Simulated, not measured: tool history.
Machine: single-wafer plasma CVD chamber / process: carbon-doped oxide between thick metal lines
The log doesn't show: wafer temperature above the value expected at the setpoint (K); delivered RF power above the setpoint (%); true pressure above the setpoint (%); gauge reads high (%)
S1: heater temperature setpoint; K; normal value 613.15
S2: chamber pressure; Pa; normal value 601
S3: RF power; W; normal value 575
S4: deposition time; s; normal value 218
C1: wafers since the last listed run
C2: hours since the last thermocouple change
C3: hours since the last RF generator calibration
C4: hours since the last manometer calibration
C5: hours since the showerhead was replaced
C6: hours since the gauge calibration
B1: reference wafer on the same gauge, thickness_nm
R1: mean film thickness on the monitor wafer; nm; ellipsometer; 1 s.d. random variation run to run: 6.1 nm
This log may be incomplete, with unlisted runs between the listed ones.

run	day	S1	S2	S3	S4	C1	C2	C3	C4	C5	C6	B1	R1
1	0	609.15	601	575	185	0	10.6	941.4	1317.8	7905.8	523.7	1282.605	1039.336
# day 0.583: capacitance manometer re-zeroed and calibrated
2	0.633	613.15	601	575	218	43	25.8	956.6	1.2	7921	538.9	1277.396	1204.754
3	1.025	613.15	601	575	218	56	35.2	966	10.6	7930.4	548.3	1280.179	1211.932
# day 1.317: gauge calibrated
# day 1.908: showerhead replaced
4	1.929	613.15	601	575	218	82	56.9	987.7	32.3	0.5	14.7	1277.881	1214.237
5	2.483	613.15	601	575	218	80	70.2	1001	45.6	13.8	28	1282.512	1202.162
6	2.858	624.15	601	575	218	54	79.2	1010	54.6	22.8	37	1280.4	1162.719
7	3.154	613.15	601	670	218	42	86.3	1017.1	61.7	29.9	44.1	1280.89	1312.869
8	3.558	601.15	720	640	204	58	96	1026.8	71.4	39.6	53.8	1279.527	1271.917
9	3.875	613.15	601	575	218	45	103.6	1034.4	79	47.2	61.4	1281.426	1214.945
10	4.354	622.15	601	575	250	69	115.1	1045.9	90.5	58.7	72.9	1278.262	1352.052
11	4.642	606.15	601	575	183	41	122	1052.8	97.4	65.6	79.8	1280.88	1037.212
12	5.238	607.15	733	525	240	86	136.3	1067.1	111.7	79.9	94.1	1276.434	1303.307
# day 5.633: RF generator calibrated
13	5.904	613.15	601	575	218	48	152.3	6.5	127.7	95.9	110.1	1282.785	1208.264
14	6.583	601.15	549	495	218	98	168.6	22.8	144	112.2	126.4	1280.766	1145.301
15	7.088	613.15	601	575	194	73	180.7	34.9	156.1	124.3	138.5	1279.464	1077.979
16	7.758	622.15	601	575	218	97	196.8	51	172.2	140.4	154.6	1275.495	1169.449
17	8.1	599.15	601	575	218	49	205	59.2	180.4	148.6	162.8	1280.472	1270.746
18	8.571	613.15	601	675	218	68	216.3	70.5	191.7	159.9	174.1	1278.167	1316.84
19	8.838	613.15	601	575	218	38	222.7	76.9	198.1	166.3	180.5	1283.577	1193.582
20	9.504	613.15	601	575	218	96	238.7	92.9	214.1	182.3	196.5	1280.488	1209.354
21	9.917	613.15	601	575	218	59	248.6	102.8	224	192.2	206.4	1277.872	1190.672
22	10.6	613.15	601	575	218	99	265	119.2	240.4	208.6	222.8	1278.662	1194.829
23	11.242	613.15	601	575	218	93	280.4	134.6	255.8	224	238.2	1282.541	1205.928
24	11.867	618.15	543	515	241	90	295.4	149.6	270.8	239	253.2	1275.317	1221.057
25	12.258	613.15	601	660	249	56	304.8	159	280.2	248.4	262.6	1277.513	1478.628
26	12.6	613.15	601	605	218	49	313	167.2	288.4	256.6	270.8	1279.984	1238.419
27	13.083	625.15	669	510	183	70	324.6	178.8	300	268.2	282.4	1278.376	923.9
28	13.558	608.15	601	645	218	68	336	190.2	311.4	279.6	293.8	1279.497	1296.71

4 ways to go on from here, each from the tool as it stands after run 28. What would each give?
A	13.579	613.15	601	640	218	3	336.5	190.7	311.9	280.1	294.3	?	?
B	13.579	604.15	601	470	218	3	336.5	190.7	311.9	280.1	294.3	?	?
C	13.579	613.15	667	575	188	3	336.5	190.7	311.9	280.1	294.3	?	?
D	13.579	613.15	685	575	203	3	336.5	190.7	311.9	280.1	294.3	?	?

run	B1	R1
A	1278.861	1279.09
B	1278.861	1097.314
C	1278.861	1045.785
D	1278.861	1131.577
The same runs, with their run-to-run variation unchanged, on a tool lacking any hidden condition would have given:
run	R1
A	1279.09
B	1097.314
C	1045.785
D	1131.577
